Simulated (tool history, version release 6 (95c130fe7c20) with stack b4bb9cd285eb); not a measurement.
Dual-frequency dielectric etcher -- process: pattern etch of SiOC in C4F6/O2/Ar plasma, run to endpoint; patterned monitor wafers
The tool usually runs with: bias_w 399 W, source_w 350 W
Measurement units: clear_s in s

| run | day | bias_w | source_w | wafers since the last listed run | hours since the last wet clean | hours since the last bias power generator calibration | hours since the last source power generator calibration | hours since the last upper electrode change | incoming incoming film thickness, nm | clear_s |
|---|---|---|---|---|---|---|---|---|---|---|
| 1 | 0 | 353 | 350 | 0 | 257.8 | 1763.2 | 2122.5 | 3696.1 | 51.1 | 21.5 |
| 2 | 0.408 | 353 | 350 | 154 | 267.6 | 1773 | 2132.3 | 3705.9 | 51.9 | 21.8 |
| 3 | 0.667 | 353 | 350 | 97 | 273.8 | 1779.2 | 2138.5 | 3712.1 | 51.6 | 21.5 |
| 4 | 1.333 | 372 | 370 | 251 | 289.8 | 1795.2 | 2154.5 | 3728.1 | 51.5 | 20.3 |
| 5 | 1.883 | 372 | 370 | 207 | 303 | 1808.4 | 2167.7 | 3741.3 | 51.5 | 20.2 |
| 6 | 2.554 | 464 | 390 | 253 | 319.1 | 1824.5 | 2183.8 | 3757.4 | 51.7 | 17.6 |
| 7 | 2.829 | 464 | 390 | 103 | 325.7 | 1831.1 | 2190.4 | 3764 | 51.8 | 17.6 |
| 8 | 3.242 | 399 | 350 | 155 | 335.6 | 1841 | 2200.3 | 3773.9 | 52.4 | 20.4 |
|  | 3.921 | source power generator calibrated |
| 9 | 3.942 | 320 | 350 | 201 | 352.4 | 1857.8 | 0.5 | 3790.7 | 51.6 | 22.5 |
| 10 | 4.388 | 320 | 350 | 168 | 363.1 | 1868.5 | 11.2 | 3801.4 | 51.4 | 22.5 |
|  | 5.471 | bias power generator calibrated |
|  | 5.625 | wet clean of the chamber |
|  | 6.217 | upper electrode replaced |
| 11 | 6.238 | 320 | 350 | 353 | 14.7 | 18.4 | 55.6 | 0.5 | 52 | 23.4 |
| 12 | 6.25 | 358 | 350 | 4 | 15 | 18.7 | 55.9 | 0.8 | 51.3 | 21.8 |
| 13 | 6.262 | 399 | 270 | 4 | 15.3 | 19 | 56.2 | 1.1 | 52.1 | 24.9 |
| 14 | 6.279 | 399 | 380 | 6 | 15.7 | 19.4 | 56.6 | 1.5 | 52 | 20 |
| 15 | 6.292 | 303 | 350 | 4 | 16 | 19.7 | 56.9 | 1.8 | 52 | 24.2 |
| 16 | 6.671 | 399 | 350 | 143 | 25.1 | 28.8 | 66 | 10.9 | 51.7 | 20.8 |
| 17 | 7.133 | 399 | 350 | 174 | 36.2 | 39.9 | 77.1 | 22 | 51.2 | 20.5 |
| 18 | 7.767 | 399 | 320 | 238 | 51.4 | 55.1 | 92.3 | 37.2 | 51.7 | 21.7 |
| 19 | 8.446 | 473 | 420 | 256 | 67.7 | 71.4 | 108.6 | 53.5 | 51 | 16.9 |
| 20 | 8.808 | 331 | 350 | 136 | 76.4 | 80.1 | 117.3 | 62.2 | 51.5 | 22.7 |
| 21 | 9.317 | 399 | 320 | 191 | 88.6 | 92.3 | 129.5 | 74.4 | 51.9 | 21.8 |
| 22 | 9.629 | 399 | 390 | 117 | 96.1 | 99.8 | 137 | 81.9 | 51.5 | 19.3 |

Below are 4 alternative next runs, each starting from the tool's condition after run 22. Predict each:
| A | 9.646 | 399 | 350 | 6 | 96.5 | 100.2 | 137.4 | 82.3 | 52.1 | ? |
| B | 9.646 | 474 | 380 | 6 | 96.5 | 100.2 | 137.4 | 82.3 | 52.1 | ? |
| C | 9.646 | 308 | 390 | 6 | 96.5 | 100.2 | 137.4 | 82.3 | 52.1 | ? |
| D | 9.646 | 399 | 420 | 6 | 96.5 | 100.2 | 137.4 | 82.3 | 52.1 | ? |

| run | clear_s |
|---|---|
| A | 20.7 |
| B | 18.1 |
| C | 22.4 |
| D | 18.7 |
Without the tool's hidden state the same runs would have given:
| run | clear_s |
|---|---|
| A | 21 |
| B | 18.3 |
| C | 22.7 |
| D | 18.9 |
